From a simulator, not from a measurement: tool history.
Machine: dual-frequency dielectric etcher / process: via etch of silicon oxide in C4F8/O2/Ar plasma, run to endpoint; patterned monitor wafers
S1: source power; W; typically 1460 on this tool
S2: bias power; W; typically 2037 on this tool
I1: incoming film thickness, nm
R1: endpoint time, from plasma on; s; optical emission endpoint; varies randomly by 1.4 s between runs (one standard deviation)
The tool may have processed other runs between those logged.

run	hour	S1	S2	I1	R1
1	0.0	1370	2323	1056.6	241.1
2	37.1	1460	2037	1067.0	254.5
# hour 68.0: wet clean of the chamber
3	106.5	1460	2037	1067.4	244.9
4	200.5	1460	1802	1080.1	265.2
5	245.5	1260	2274	1072.7	250.8
6	455.5	1660	2037	1076.0	240.6
7	556.2	1460	2037	1068.3	253.9
8	607.2	1460	2037	1070.2	254.1
9	649.3	1460	2037	1070.2	252.8
# hour 711.5: wet clean of the chamber
# hour 762.9: upper electrode replaced
10	763.4	1640	2037	1054.8	235.9
11	852.7	1640	2037	1067.8	236.2
12	938.4	1350	2037	1078.3	260.6
13	974.8	1460	1802	1059.9	265.9
14	1011.8	1710	2199	1060.9	229.4
15	1067.8	1250	2423	1070.4	249.1
# hour 1133.9: source power generator calibrated
16	1154.6	1250	1867	1066.6	280.5
17	1234.5	1730	2037	1064.5	236.3
# hour 1317.1: wet clean of the chamber
18	1324.8	1460	2037	1069.4	246.5
19	1373.3	1120	2252	1058.7	255.1
# hour 1428.5: bias power generator calibrated
20	1466.4	1120	1724	1073.4	299.3
21	1505.3	1780	2037	1067.5	228.2
22	1563.8	1370	2323	1078.7	243.3
23	1632.2	1770	1744	1062.1	251.5
24	1688.7	1460	2037	1070.7	249.3
25	1792.4	1770	2343	1086.7	225.7
26	1832.2	1370	1765	1066.4	276.4
27	1933.2	1750	1571	1089.9	271.2
28	1970.6	1250	2298	1072.4	257.6
# hour 2041.9: wet clean of the chamber
29	2066.8	1690	2408	1072.3	217.6
30	2136.6	1460	2037	1064.7	247.2
31	2207.7	1460	2495	1067.9	229.0
32	2307.2	1200	2336	1061.9	255.1
33	2400.4	1560	2037	1074.4	246.7
34	2479.6	1280	1869	1077.3	280.0
35	2565.8	1330	2390	1059.1	242.8

Each row is a separate what-if for the run after 35, all from the same tool condition, not one after another. Results?
A	2566.3	1460	2411	1065.6	?
B	2566.3	1700	2037	1065.6	?
C	2566.3	1260	2497	1065.6	?
D	2566.3	1190	2428	1065.6	?

run	R1
A	237.4
B	241.4
C	246.8
D	255.2
Stripped of hidden state, with their random variation kept, the same runs would have yielded:
run	R1
A	230.1
B	234.0
C	239.2
D	247.3
